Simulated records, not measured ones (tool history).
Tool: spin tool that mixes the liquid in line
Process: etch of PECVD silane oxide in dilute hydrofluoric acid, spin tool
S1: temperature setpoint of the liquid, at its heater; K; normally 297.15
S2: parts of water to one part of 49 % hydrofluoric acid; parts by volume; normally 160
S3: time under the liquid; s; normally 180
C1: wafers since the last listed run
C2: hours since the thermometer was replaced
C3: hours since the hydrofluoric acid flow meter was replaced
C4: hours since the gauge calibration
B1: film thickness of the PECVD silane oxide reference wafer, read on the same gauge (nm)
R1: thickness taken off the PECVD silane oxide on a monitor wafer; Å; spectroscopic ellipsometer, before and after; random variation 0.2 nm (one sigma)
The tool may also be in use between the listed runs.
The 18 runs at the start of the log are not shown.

run	day	S1	S2	S3	C1	C2	C3	C4	B1	R1
19	53.658	299.15	110	245	544	275.8	458.9	3303.3	40.01	764.6
20	56.746	297.15	160	180	628	349.9	533.0	3377.4	40.01	339.1
21	60.529	301.65	160	235	770	440.7	623.8	3468.2	39.99	518.1
22	64.083	298.65	190	105	723	526.0	709.1	3553.5	39.98	171.4
# day 65.567: hydrofluoric acid flow meter replaced
# day 66.358: gauge calibrated
23	67.375	299.65	90	285	661	605.0	43.4	24.4	40.02	1161.3
24	69.200	295.65	205	180	371	648.8	87.2	68.2	40.02	240.6
25	72.621	298.65	135	285	696	730.9	169.3	150.3	39.99	711.5
26	76.279	297.15	160	180	744	818.7	257.1	238.1	39.99	345.2
27	78.000	299.65	230	250	350	860.0	298.4	279.4	40.02	333.1
28	80.975	297.15	160	180	605	931.4	369.8	350.8	40.01	345.7
29	84.408	299.65	200	180	698	1013.8	452.2	433.2	40.02	287.2
# day 93.946: hydrofluoric acid flow meter replaced
30	94.196	297.15	160	180	1983	1248.7	6.0	668.1	40.03	350.3
31	97.592	301.65	160	210	691	1330.2	87.5	749.6	40.01	479.3
32	101.462	297.15	160	180	787	1423.1	180.4	842.5	40.01	348.9
33	105.250	297.15	160	180	770	1514.0	271.3	933.4	40.01	350.1
34	108.158	297.15	160	180	591	1583.8	341.1	1003.2	40.02	349.3

Predict each of these 3 candidate next runs independently; none follows another, all start after run 34:
A	108.179	297.15	160	215	4	1584.3	341.6	1003.7	?	?
B	108.179	295.15	195	120	4	1584.3	341.6	1003.7	?	?
C	108.179	298.65	215	90	4	1584.3	341.6	1003.7	?	?

run	B1	R1
A	40.01	419.7
B	40.01	171.5
C	40.01	129.6
Take away the tool's hidden state, keep each run's random variation, and the runs would have read:
run	R1
A	397.8
B	162.6
C	123.2
